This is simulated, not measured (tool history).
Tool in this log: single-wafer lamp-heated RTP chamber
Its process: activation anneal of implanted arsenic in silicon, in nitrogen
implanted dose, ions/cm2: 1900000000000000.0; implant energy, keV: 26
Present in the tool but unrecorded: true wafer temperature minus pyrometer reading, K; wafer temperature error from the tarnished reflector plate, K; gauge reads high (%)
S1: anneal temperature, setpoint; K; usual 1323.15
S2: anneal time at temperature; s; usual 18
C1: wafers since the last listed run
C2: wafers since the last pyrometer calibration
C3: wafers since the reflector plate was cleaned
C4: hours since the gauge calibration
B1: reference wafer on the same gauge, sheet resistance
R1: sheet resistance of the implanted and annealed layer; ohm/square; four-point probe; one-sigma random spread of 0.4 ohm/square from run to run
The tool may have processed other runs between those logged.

run   hour       S1  S2   C1    C2     C3     C4     B1     R1
  1      0  1323.15  15    0   687   8442  413.5  90.34  77.46
  2   34.5  1323.15  15  491  1178   8933    448  90.39  77.52
  3   92.9  1323.15  18  831  2009   9764  506.4  90.33  74.84
  4  123.8  1323.15  18  439  2449  10204  537.3  90.44  74.96
  5    190  1323.15  18  942  3391  11146  603.5  90.47  73.69
  6  215.8  1323.15  18  367  3759  11514  629.3  90.34  73.41
  7  253.2  1308.15  15  532  4291  12046  666.7  90.39  80.62
     269.4  -- pyrometer window cleaned and pyrometer calibrated
  8  320.9  1308.15  15  849   732  12896  734.4  90.38  81.23
  9  390.9  1301.15  13  996  1728  13892  804.4  90.35  85.41
     439.6  -- reflector plate cleaned
     446.5  -- gauge calibrated
 10  461.3  1307.15  13  888  2616    309   14.8  90.46  85.51
 11  529.5  1332.15  24  970  3587   1279     83  90.43  69.87
     568.9  -- pyrometer window cleaned and pyrometer calibrated
 12  589.9  1344.15  27  745   298   2025  143.4  90.33  66.79
 13  657.8  1323.15  18  966  1264   2992  211.3  90.32   75.8
 14  720.3  1331.15  18  889  2154   3881  273.8  90.53  73.28
 15  752.1  1339.15  23  452  2606   4334  305.6  90.38  68.18
 16  820.7  1310.15  23  976  3583   5310  374.2  90.49   75.8

Alternative continuations, all from the tool just after run 16; predict every row:
  A  821.1  1323.15  18   5  3589  5316  374.6   ?   ?
  B  821.1  1299.15  22   5  3589  5316  374.6   ?   ?
  C  821.1  1314.15   8   5  3589  5316  374.6   ?   ?
  D  821.1  1296.15  10   5  3589  5316  374.6   ?   ?
  E  821.1  1347.15   8   5  3589  5316  374.6   ?   ?

run    B1     R1
  A  90.3  74.53
  B  90.3  79.28
  C  90.3  86.09
  D  90.3  88.91
  E  90.3  77.09
With the hidden condition removed and each run's random variation left untouched, the same runs would have given:
run     R1
  A  78.19
  B  83.29
  C  89.64
  D  92.55
  E  80.46
